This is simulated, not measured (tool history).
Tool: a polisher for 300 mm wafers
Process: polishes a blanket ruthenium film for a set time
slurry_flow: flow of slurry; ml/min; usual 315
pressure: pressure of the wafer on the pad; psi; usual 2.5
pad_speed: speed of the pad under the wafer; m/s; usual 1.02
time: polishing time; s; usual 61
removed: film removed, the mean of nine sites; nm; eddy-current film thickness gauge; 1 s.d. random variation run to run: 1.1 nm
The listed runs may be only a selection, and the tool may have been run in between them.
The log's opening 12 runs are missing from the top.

run	hour	slurry_flow	pressure	pad_speed	time	incoming thickness of the incoming film, nm	removed
13	359.8	315	2.5	1.02	61	246.9	85.9
14	386.5	315	2.5	1.02	61	247.4	85.7
15	419.6	315	2.5	1.02	61	254.0	87.8
16	439.5	315	2.5	1.02	61	248.1	86.6
17	465.7	315	2.0	1.02	61	250.8	69.3
18	494.2	315	2.5	1.02	61	251.4	86.2
# hour 518.9: worn pad replaced by a new one
19	526.2	315	2.5	1.02	61	252.6	94.2
20	547.4	370	2.9	1.34	70	247.4	161.3
21	624.4	315	3.2	0.70	54	249.2	66.6
# hour 634.9: head pressure recalibrated
22	650.3	315	2.5	1.02	61	250.3	86.3
# hour 659.6: slurry nozzle cleaned
23	682.3	405	2.5	0.70	61	250.8	58.8
24	694.7	315	2.5	1.02	42	248.3	57.7
25	720.5	225	2.5	1.02	61	253.2	83.8
26	736.4	225	2.5	1.02	61	248.0	84.8
27	755.8	415	3.4	0.76	73	251.5	103.1
28	772.6	265	2.5	1.02	53	246.6	73.0
# hour 807.8: worn pad replaced by a new one
29	869.0	315	2.5	1.02	61	249.2	88.6
30	882.3	315	2.5	1.16	46	250.9	74.9
31	909.7	315	2.5	1.02	61	249.3	87.3
32	943.1	315	2.2	1.02	61	249.0	77.4
33	963.5	315	2.0	1.02	70	249.3	77.9
# hour 1048.0: worn pad replaced by a new one
34	1064.7	315	2.5	1.02	50	247.7	77.3
35	1086.8	315	2.9	1.26	70	253.7	148.5
36	1099.8	315	2.5	1.02	61	251.3	88.9
37	1113.6	315	2.5	1.02	61	253.6	88.5

Branching from run 37: 4 alternative next runs. What would each branch give?
A	1114.0	315	2.5	1.02	61	249.7	?
B	1114.0	225	2.2	1.02	42	249.7	?
C	1114.0	360	2.5	1.02	61	249.7	?
D	1114.0	315	1.6	1.02	61	249.7	?

run	removed
A	89.3
B	53.5
C	89.9
D	58.8
Without the tool's unlogged condition, the same runs would have read:
run	removed
A	95.4
B	57.2
C	96.1
D	62.9
